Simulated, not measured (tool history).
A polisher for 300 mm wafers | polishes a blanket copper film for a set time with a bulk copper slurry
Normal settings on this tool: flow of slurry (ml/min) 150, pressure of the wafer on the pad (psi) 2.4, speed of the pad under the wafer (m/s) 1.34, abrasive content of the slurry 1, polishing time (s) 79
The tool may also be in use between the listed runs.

run,hour,flow of slurry (ml/min),pressure of the wafer on the pad (psi),speed of the pad under the wafer (m/s),abrasive content of the slurry,polishing time (s),wafers since the last listed run,wafers polished on this pad,hours since the slurry nozzle was cleaned,hours since the head pressure was calibrated,hours since the slurry blender was calibrated,"incoming thickness of the incoming film, nm",film removed (Å)
1,0,150,2.4,1.34,1,79,0,738,272.9,769.2,270.5,3080.8,8183
2,10,150,2.4,1.34,1,79,63,801,282.9,779.2,280.5,3115.9,7995
3,17.3,150,2.4,1.34,1,79,46,848,290.2,786.5,287.8,3099.1,8088
# hour 23.7: worn pad replaced by a new one
4,27.7,150,2.2,1.34,1,79,40,25,300.6,796.9,298.2,3116,7647
5,39.8,150,2.4,1.34,1,79,76,102,312.7,809,310.3,3100.1,8305
6,46.1,150,2.4,1.34,1,79,40,142,319,815.3,316.6,3076.6,8039
7,62.6,150,2.4,1.34,1,79,104,247,335.5,831.8,333.1,3075.3,8149
8,69.7,150,2.4,1.34,1,79,45,292,342.6,838.9,340.2,3083.5,8229
9,87.2,150,2.4,1.34,1,79,111,403,360.1,856.4,357.7,3074,8193
10,100.1,150,2.4,1.34,1,79,82,485,373,869.3,370.6,3085.3,8293
11,116.9,150,2.4,1.34,1,79,106,592,389.8,886.1,387.4,3100.1,8213
12,124.4,150,2.4,1.34,1.15,79,47,640,397.3,893.6,394.9,3088.8,8284
13,131.8,150,3.1,1.34,1,71,47,687,404.7,901,402.3,3097.5,8570
# hour 141.4: slurry blender recalibrated
14,144.5,150,2.4,1.34,1,79,68,755,417.4,913.7,3.1,3049.2,8078
# hour 148.9: worn pad replaced by a new one
15,159.4,150,2.4,1.54,1,53,69,66,432.3,928.6,18,3154.6,6375
# hour 161.5: slurry nozzle cleaned
# hour 171.7: head pressure recalibrated
16,177,150,1.9,1.34,1,79,92,159,15.5,5.3,35.6,3078.1,6968
17,192.8,150,2.4,1.34,1,79,100,259,31.3,21.1,51.4,3085.9,8380
18,205.2,150,2.4,1.34,1,67,78,338,43.7,33.5,63.8,3039.2,6900
19,220.9,150,2.4,1.34,1,79,99,438,59.4,49.2,79.5,3092.9,8029
20,234.3,150,2.4,1.34,1,79,85,523,72.8,62.6,92.9,3070.2,8103
21,246.7,115,2.4,1.34,0.8,79,78,602,85.2,75,105.3,3072.8,7347
22,252.8,125,2.4,1.34,1,79,38,641,91.3,81.1,111.4,3117.3,7900

Describe how what the log doesn't record of the tool's condition differs between the last listed run preceding each entry between runs and the first listed run following it.
In the gap between runs 3 and 4: worn pad replaced by a new one (hour 23.7)
  no difference in the tool's unlogged condition between these two runs
In the gap between runs 13 and 14: slurry blender recalibrated (hour 141.4)
  no difference in the tool's unlogged condition between these two runs
In the gap between runs 14 and 15: worn pad replaced by a new one (hour 148.9)
  no difference in the tool's unlogged condition between these two runs
In the gap between runs 15 and 16: slurry nozzle cleaned (hour 161.5); head pressure recalibrated (hour 171.7)
  no difference in the tool's unlogged condition between these two runs
